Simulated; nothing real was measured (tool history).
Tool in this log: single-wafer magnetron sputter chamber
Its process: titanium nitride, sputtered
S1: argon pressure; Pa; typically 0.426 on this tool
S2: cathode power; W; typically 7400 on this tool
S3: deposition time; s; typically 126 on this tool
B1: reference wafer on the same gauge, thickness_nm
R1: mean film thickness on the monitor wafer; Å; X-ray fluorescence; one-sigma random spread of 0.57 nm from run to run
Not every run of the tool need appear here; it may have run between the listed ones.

run 1 day=0.000 | S1=0.426 S2=7400 S3=126 | B1=168.050 | R1=1535.93
run 2 day=0.533 | S1=0.426 S2=8150 S3=126 | B1=168.016 | R1=1673.29
run 3 day=1.971 | S1=0.426 S2=7400 S3=126 | B1=168.053 | R1=1526.31
run 4 day=3.125 | S1=0.426 S2=7400 S3=126 | B1=168.098 | R1=1525.36
-- day=3.575 sputter target and shields replaced
run 5 day=3.971 | S1=0.426 S2=7400 S3=139 | B1=168.103 | R1=1715.36
run 6 day=5.025 | S1=0.426 S2=7400 S3=139 | B1=167.999 | R1=1733.15
run 7 day=6.425 | S1=0.561 S2=7400 S3=126 | B1=167.957 | R1=1407.85
run 8 day=7.838 | S1=0.561 S2=7400 S3=126 | B1=168.201 | R1=1400.61
-- day=8.846 gauge calibrated
run 9 day=9.017 | S1=0.426 S2=7400 S3=126 | B1=168.024 | R1=1554.19
run 10 day=9.671 | S1=0.426 S2=7400 S3=126 | B1=167.940 | R1=1544.15
run 11 day=10.200 | S1=0.426 S2=7400 S3=126 | B1=168.031 | R1=1532.57
run 12 day=10.867 | S1=0.426 S2=7400 S3=126 | B1=167.990 | R1=1548.24
-- day=11.762 magnet pack replaced
run 13 day=11.950 | S1=0.560 S2=7400 S3=126 | B1=168.177 | R1=1384.66
run 14 day=12.462 | S1=0.560 S2=7400 S3=126 | B1=167.938 | R1=1380.45
run 15 day=13.288 | S1=0.426 S2=8500 S3=136 | B1=168.234 | R1=1881.26
run 16 day=15.204 | S1=0.516 S2=6700 S3=144 | B1=167.952 | R1=1486.49
run 17 day=15.750 | S1=0.426 S2=7400 S3=126 | B1=167.926 | R1=1525.15
run 18 day=16.417 | S1=0.304 S2=9000 S3=126 | B1=167.916 | R1=2005.95
run 19 day=17.583 | S1=0.315 S2=5950 S3=103 | B1=168.011 | R1=1119.91
run 20 day=18.979 | S1=0.426 S2=7400 S3=126 | B1=168.027 | R1=1517.50
run 21 day=20.329 | S1=0.588 S2=8250 S3=133 | B1=168.060 | R1=1541.57
run 22 day=20.904 | S1=0.492 S2=6700 S3=105 | B1=167.971 | R1=1085.36
-- day=21.429 capacitance manometer re-zeroed and calibrated
-- day=21.754 sputter target and shields replaced
run 23 day=21.792 | S1=0.426 S2=9050 S3=101 | B1=168.036 | R1=1559.43
run 24 day=23.208 | S1=0.539 S2=7400 S3=138 | B1=168.109 | R1=1662.08
run 25 day=23.838 | S1=0.426 S2=7400 S3=126 | B1=168.003 | R1=1613.65
run 26 day=24.825 | S1=0.426 S2=8000 S3=138 | B1=168.037 | R1=1904.56
run 27 day=26.204 | S1=0.550 S2=6900 S3=137 | B1=168.126 | R1=1511.76
run 28 day=26.758 | S1=0.426 S2=8050 S3=107 | B1=168.087 | R1=1478.07
run 29 day=28.104 | S1=0.545 S2=8500 S3=138 | B1=168.021 | R1=1853.73
run 30 day=29.050 | S1=0.426 S2=7400 S3=151 | B1=168.015 | R1=1926.09
run 31 day=30.408 | S1=0.426 S2=7400 S3=126 | B1=167.977 | R1=1603.55
run 32 day=31.792 | S1=0.426 S2=7400 S3=126 | B1=167.976 | R1=1592.53
run 33 day=32.450 | S1=0.426 S2=7400 S3=126 | B1=167.928 | R1=1599.91
-- day=32.567 gauge calibrated
run 34 day=33.138 | S1=0.426 S2=7400 S3=126 | B1=167.966 | R1=1585.97

5 options for the next run, each taken on its own from the tool as it stands now. Forecast them:
run A day=33.154 | S1=0.426 S2=7400 S3=150 | B1=? | R1=?
run B day=33.154 | S1=0.309 S2=5700 S3=126 | B1=? | R1=?
run C day=33.154 | S1=0.547 S2=7400 S3=126 | B1=? | R1=?
run D day=33.154 | S1=0.426 S2=7400 S3=115 | B1=? | R1=?
run E day=33.154 | S1=0.364 S2=6150 S3=111 | B1=? | R1=?

run=A B1=168.222 R1=1908.06
run=B B1=168.222 R1=1368.88
run=C B1=168.222 R1=1485.02
run=D B1=168.222 R1=1462.85
run=E B1=168.222 R1=1244.40
With no hidden state in the tool, these same runs would have given:
run=A R1=1946.89
run=B R1=1394.13
run=C R1=1518.00
run=D R1=1492.61
run=E R1=1268.48
